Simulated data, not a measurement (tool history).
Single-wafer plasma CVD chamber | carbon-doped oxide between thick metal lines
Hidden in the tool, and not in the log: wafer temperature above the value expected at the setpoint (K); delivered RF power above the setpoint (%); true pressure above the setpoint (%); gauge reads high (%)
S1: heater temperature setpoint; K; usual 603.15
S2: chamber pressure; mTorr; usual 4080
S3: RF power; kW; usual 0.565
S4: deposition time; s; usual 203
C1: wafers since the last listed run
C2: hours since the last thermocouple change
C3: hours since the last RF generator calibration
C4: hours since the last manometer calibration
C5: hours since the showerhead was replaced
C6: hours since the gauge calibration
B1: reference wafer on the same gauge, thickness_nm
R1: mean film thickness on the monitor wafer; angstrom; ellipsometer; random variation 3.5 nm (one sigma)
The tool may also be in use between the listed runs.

run 1 day=0 | S1=603.15 S2=4080 S3=0.565 S4=203 | C1=0 C2=1001 C3=465.3 C4=1661.2 C5=7663.5 C6=414.3 | B1=1109.823 | R1=11948.22
run 2 day=1.612 | S1=603.15 S2=4080 S3=0.565 S4=203 | C1=412 C2=1039.7 C3=504 C4=1699.9 C5=7702.2 C6=453 | B1=1109.895 | R1=11950.05
-- day=2.075 thermocouple changed; heater temperature recalibrated
run 3 day=4.092 | S1=603.15 S2=4080 S3=0.565 S4=203 | C1=548 C2=48.4 C3=563.5 C4=1759.4 C5=7761.7 C6=512.5 | B1=1109.857 | R1=11894.15
run 4 day=5.604 | S1=603.15 S2=4080 S3=0.565 S4=203 | C1=386 C2=84.7 C3=599.8 C4=1795.7 C5=7798 C6=548.8 | B1=1109.798 | R1=11877.25
run 5 day=7.792 | S1=603.15 S2=4550 S3=0.565 S4=203 | C1=558 C2=137.2 C3=652.3 C4=1848.2 C5=7850.5 C6=601.3 | B1=1110.094 | R1=12036.43
run 6 day=11.421 | S1=603.15 S2=4550 S3=0.565 S4=203 | C1=927 C2=224.3 C3=739.4 C4=1935.3 C5=7937.6 C6=688.4 | B1=1109.935 | R1=12066.64
run 7 day=15.8 | S1=603.15 S2=4080 S3=0.565 S4=216 | C1=1118 C2=329.4 C3=844.5 C4=2040.4 C5=8042.7 C6=793.5 | B1=1109.839 | R1=12620.3
run 8 day=17.312 | S1=603.15 S2=4080 S3=0.49 S4=203 | C1=386 C2=365.7 C3=880.8 C4=2076.7 C5=8079 C6=829.8 | B1=1110.123 | R1=10396.82
-- day=19.883 showerhead replaced
run 9 day=19.896 | S1=603.15 S2=4080 S3=0.49 S4=203 | C1=574 C2=427.7 C3=942.8 C4=2138.7 C5=0.3 C6=891.8 | B1=1109.36 | R1=10337.67
-- day=21.467 gauge calibrated
run 10 day=21.612 | S1=603.15 S2=4450 S3=0.535 S4=203 | C1=438 C2=468.9 C3=984 C4=2179.9 C5=41.5 C6=3.5 | B1=1109.214 | R1=11397.6
run 11 day=23.233 | S1=603.15 S2=4080 S3=0.565 S4=203 | C1=414 C2=507.8 C3=1022.9 C4=2218.8 C5=80.4 C6=42.4 | B1=1109.814 | R1=11944.8
-- day=24.5 capacitance manometer re-zeroed and calibrated
run 12 day=25.529 | S1=603.15 S2=4080 S3=0.565 S4=203 | C1=501 C2=562.9 C3=1078 C4=24.7 C5=135.5 C6=97.5 | B1=1110.343 | R1=11852.63
run 13 day=27.283 | S1=603.15 S2=4080 S3=0.565 S4=203 | C1=448 C2=605 C3=1120.1 C4=66.8 C5=177.6 C6=139.6 | B1=1110.132 | R1=11866.5
run 14 day=29.842 | S1=603.15 S2=4080 S3=0.565 S4=216 | C1=653 C2=666.4 C3=1181.5 C4=128.2 C5=239 C6=201 | B1=1109.732 | R1=12619.84
run 15 day=32.142 | S1=613.15 S2=4080 S3=0.565 S4=203 | C1=587 C2=721.6 C3=1236.7 C4=183.4 C5=294.2 C6=256.2 | B1=1110.686 | R1=11497.14
run 16 day=33.921 | S1=603.15 S2=4080 S3=0.565 S4=203 | C1=454 C2=764.3 C3=1279.4 C4=226.1 C5=336.9 C6=298.9 | B1=1109.651 | R1=11863.58
run 17 day=35.754 | S1=609.15 S2=4080 S3=0.67 S4=236 | C1=468 C2=808.3 C3=1323.4 C4=270.1 C5=380.9 C6=342.9 | B1=1110.078 | R1=15673.06
run 18 day=37.617 | S1=607.15 S2=4080 S3=0.565 S4=203 | C1=475 C2=853 C3=1368.1 C4=314.8 C5=425.6 C6=387.6 | B1=1109.305 | R1=11658.58
-- day=40.1 thermocouple changed; heater temperature recalibrated
run 19 day=40.158 | S1=603.15 S2=4080 S3=0.565 S4=203 | C1=564 C2=1.4 C3=1429.1 C4=375.8 C5=486.6 C6=448.6 | B1=1110.371 | R1=11882.54
-- day=41.158 RF generator calibrated
run 20 day=42.925 | S1=595.15 S2=4080 S3=0.495 S4=222 | C1=621 C2=67.8 C3=42.4 C4=442.2 C5=553 C6=515 | B1=1109.935 | R1=11787.25
run 21 day=44.667 | S1=597.15 S2=4710 S3=0.615 S4=185 | C1=445 C2=109.6 C3=84.2 C4=484 C5=594.8 C6=556.8 | B1=1110.112 | R1=12096.82
run 22 day=47.325 | S1=603.15 S2=4080 S3=0.565 S4=203 | C1=679 C2=173.4 C3=148 C4=547.8 C5=658.6 C6=620.6 | B1=1110.344 | R1=11970.44
run 23 day=49.008 | S1=603.15 S2=3420 S3=0.565 S4=203 | C1=430 C2=213.8 C3=188.4 C4=588.2 C5=699 C6=661 | B1=1109.587 | R1=11616.12
run 24 day=50.396 | S1=611.15 S2=4080 S3=0.485 S4=231 | C1=354 C2=247.1 C3=221.7 C4=621.5 C5=732.3 C6=694.3 | B1=1110.409 | R1=11275.61
run 25 day=51.967 | S1=603.15 S2=4080 S3=0.565 S4=216 | C1=401 C2=284.8 C3=259.4 C4=659.2 C5=770 C6=732 | B1=1110.184 | R1=12645.92
run 26 day=54.138 | S1=598.15 S2=4080 S3=0.65 S4=203 | C1=554 C2=336.9 C3=311.5 C4=711.3 C5=822.1 C6=784.1 | B1=1109.955 | R1=13701.5
run 27 day=55.925 | S1=603.15 S2=4470 S3=0.565 S4=203 | C1=456 C2=379.8 C3=354.4 C4=754.2 C5=865 C6=827 | B1=1110.341 | R1=12048.24

Hidden state at the last listed run before each entry between runs and at the first one after, where it differs:
Between runs 2 and 3: thermocouple changed; heater temperature recalibrated (day 2.075)
  no hidden state differs between the two runs
Between runs 8 and 9: showerhead replaced (day 19.883)
  no hidden state differs between the two runs
Between runs 9 and 10: gauge calibrated (day 21.467)
  no hidden state differs between the two runs
Between runs 11 and 12: capacitance manometer re-zeroed and calibrated (day 24.5)
  no hidden state differs between the two runs
Between runs 18 and 19: thermocouple changed; heater temperature recalibrated (day 40.1)
  no hidden state differs between the two runs
Between runs 19 and 20: RF generator calibrated (day 41.158)
  no hidden state differs between the two runs

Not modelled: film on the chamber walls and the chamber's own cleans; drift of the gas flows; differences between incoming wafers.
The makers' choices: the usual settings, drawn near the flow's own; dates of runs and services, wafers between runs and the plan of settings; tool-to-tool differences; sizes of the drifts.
